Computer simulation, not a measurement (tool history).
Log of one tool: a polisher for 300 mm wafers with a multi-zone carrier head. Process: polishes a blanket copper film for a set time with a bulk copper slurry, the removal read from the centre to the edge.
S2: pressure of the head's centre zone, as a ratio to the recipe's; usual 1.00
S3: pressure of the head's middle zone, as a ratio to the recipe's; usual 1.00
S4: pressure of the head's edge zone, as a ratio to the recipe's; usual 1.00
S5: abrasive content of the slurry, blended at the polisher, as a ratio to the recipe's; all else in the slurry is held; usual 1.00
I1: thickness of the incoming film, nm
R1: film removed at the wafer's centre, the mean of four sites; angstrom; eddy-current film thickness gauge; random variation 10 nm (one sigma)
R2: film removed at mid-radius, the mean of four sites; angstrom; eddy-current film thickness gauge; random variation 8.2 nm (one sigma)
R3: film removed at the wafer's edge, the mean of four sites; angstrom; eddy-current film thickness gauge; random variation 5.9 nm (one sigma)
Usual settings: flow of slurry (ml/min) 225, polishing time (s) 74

Run 1, hour 0.0: usual settings but S3 1.09; I1 2147.8. Result: R1 6933 angstrom, R2 7640 angstrom, R3 7120 angstrom.
Run 2, hour 16.2: usual settings; I1 2130.3. Result: R1 6708 angstrom, R2 6927 angstrom, R3 7109 angstrom.
Run 3, hour 30.0: usual settings but flow of slurry (ml/min) 180, S2 0.89, S3 0.88, polishing time (s) 58; I1 2091.4. Result: R1 4287 angstrom, R2 4430 angstrom, R3 5170 angstrom.
Run 4, hour 38.7: usual settings but S5 0.75; I1 2141.4. Result: R1 6473 angstrom, R2 6696 angstrom, R3 6771 angstrom.
Run 5, hour 53.3: usual settings but S2 1.04, S4 0.93, polishing time (s) 60; I1 2125.4. Result: R1 5505 angstrom, R2 5476 angstrom, R3 5397 angstrom.
Run 6, hour 61.2: usual settings but S3 1.07; I1 2174.0. Result: R1 6607 angstrom, R2 7122 angstrom, R3 6823 angstrom.
Run 7, hour 77.7: usual settings but flow of slurry (ml/min) 250, S5 0.90; I1 2100.1. Result: R1 6469 angstrom, R2 6770 angstrom, R3 6781 angstrom.
Run 8, hour 85.0: usual settings but S2 0.96, S5 0.70; I1 2155.5. Result: R1 5812 angstrom, R2 6299 angstrom, R3 6359 angstrom.
Run 9, hour 95.2: usual settings; I1 2147.0. Result: R1 6331 angstrom, R2 6367 angstrom, R3 6589 angstrom.
Run 10, hour 111.5: usual settings but polishing time (s) 54; I1 2135.4. Result: R1 4410 angstrom, R2 4556 angstrom, R3 4666 angstrom.
At hour 122.2: worn pad replaced by a new one.
Run 11, hour 122.7: usual settings but flow of slurry (ml/min) 260, S5 0.75; I1 2159.0. Result: R1 6888 angstrom, R2 6949 angstrom, R3 7043 angstrom.
At hour 132.8: edge zone pressure recalibrated.
At hour 134.7: carrier head's membrane replaced by a new one.
Run 12, hour 135.2: usual settings but flow of slurry (ml/min) 180, S2 1.11, S3 0.92, S5 1.15; I1 2098.6. Result: R1 6971 angstrom, R2 6113 angstrom, R3 6750 angstrom.
Run 13, hour 138.7: usual settings; I1 2089.3. Result: R1 6684 angstrom, R2 6898 angstrom, R3 6982 angstrom.
Run 14, hour 149.2: usual settings but flow of slurry (ml/min) 160, S3 1.08, S5 1.25, polishing time (s) 81; I1 2092.3. Result: R1 6515 angstrom, R2 7114 angstrom, R3 7173 angstrom.
At hour 154.1: slurry nozzle cleaned.
Run 15, hour 161.0: usual settings but flow of slurry (ml/min) 300, polishing time (s) 56; I1 2118.7. Result: R1 6297 angstrom, R2 6216 angstrom, R3 6046 angstrom.
Run 16, hour 168.3: usual settings but S2 1.10, S3 1.05, S4 1.11, S5 1.30; I1 2127.2. Result: R1 8826 angstrom, R2 8467 angstrom, R3 8146 angstrom.
Run 17, hour 185.8: usual settings but flow of slurry (ml/min) 155, S5 0.80, polishing time (s) 84; I1 2122.4. Result: R1 7776 angstrom, R2 8056 angstrom, R3 8054 angstrom.
Run 18, hour 198.5: usual settings; I1 2147.2. Result: R1 7550 angstrom, R2 7491 angstrom, R3 7463 angstrom.
Run 19, hour 222.0: usual settings but S3 0.95, polishing time (s) 52; I1 2131.2. Result: R1 5003 angstrom, R2 5012 angstrom, R3 5142 angstrom.
Run 20, hour 231.5: usual settings but flow of slurry (ml/min) 150, S3 1.05, S4 1.11, S5 1.15; I1 2089.5. Result: R1 6560 angstrom, R2 7021 angstrom, R3 6935 angstrom.
Run 21, hour 248.3: usual settings but flow of slurry (ml/min) 245, S5 0.90, polishing time (s) 98; I1 2107.0. Result: R1 8962 angstrom, R2 9461 angstrom, R3 9188 angstrom.
At hour 262.5: worn pad replaced by a new one.
Run 22, hour 266.1: usual settings; I1 2142.9. Result: R1 7579 angstrom, R2 7708 angstrom, R3 7525 angstrom.
Run 23, hour 283.4: usual settings; I1 2132.3. Result: R1 7565 angstrom, R2 7753 angstrom, R3 7582 angstrom.

The tool's hidden state at each run:
deviation of the centre zone's pressure from its setpoint, %: 0 in every run
deviation of the edge zone's pressure from its setpoint, %: 0 in every run
H1: removal rate lost through wear of the pad, %
H2: slurry flow missing at the pad, %
run     H1    H2
  1   1.23  48.5
  2   1.63  48.8
  3   2.21  48.9
  4   2.68    49
  5   3.68  49.2
  6   4.32  49.3
  7   5.88  49.5
  8   6.67  49.5
  9   7.88  49.6
 10   10.1  49.8
 11   1.19  49.9
 12   1.29    50
 13   1.35    50
 14   1.61  50.1
 15   2.05  6.33
 16   2.41  7.71
 17   3.51  10.8
 18   4.52  12.9
 19   6.89  16.5
 20   8.03  17.9
 21   10.3  20.1
 22  0.835  22.3
 23   1.08  24.2

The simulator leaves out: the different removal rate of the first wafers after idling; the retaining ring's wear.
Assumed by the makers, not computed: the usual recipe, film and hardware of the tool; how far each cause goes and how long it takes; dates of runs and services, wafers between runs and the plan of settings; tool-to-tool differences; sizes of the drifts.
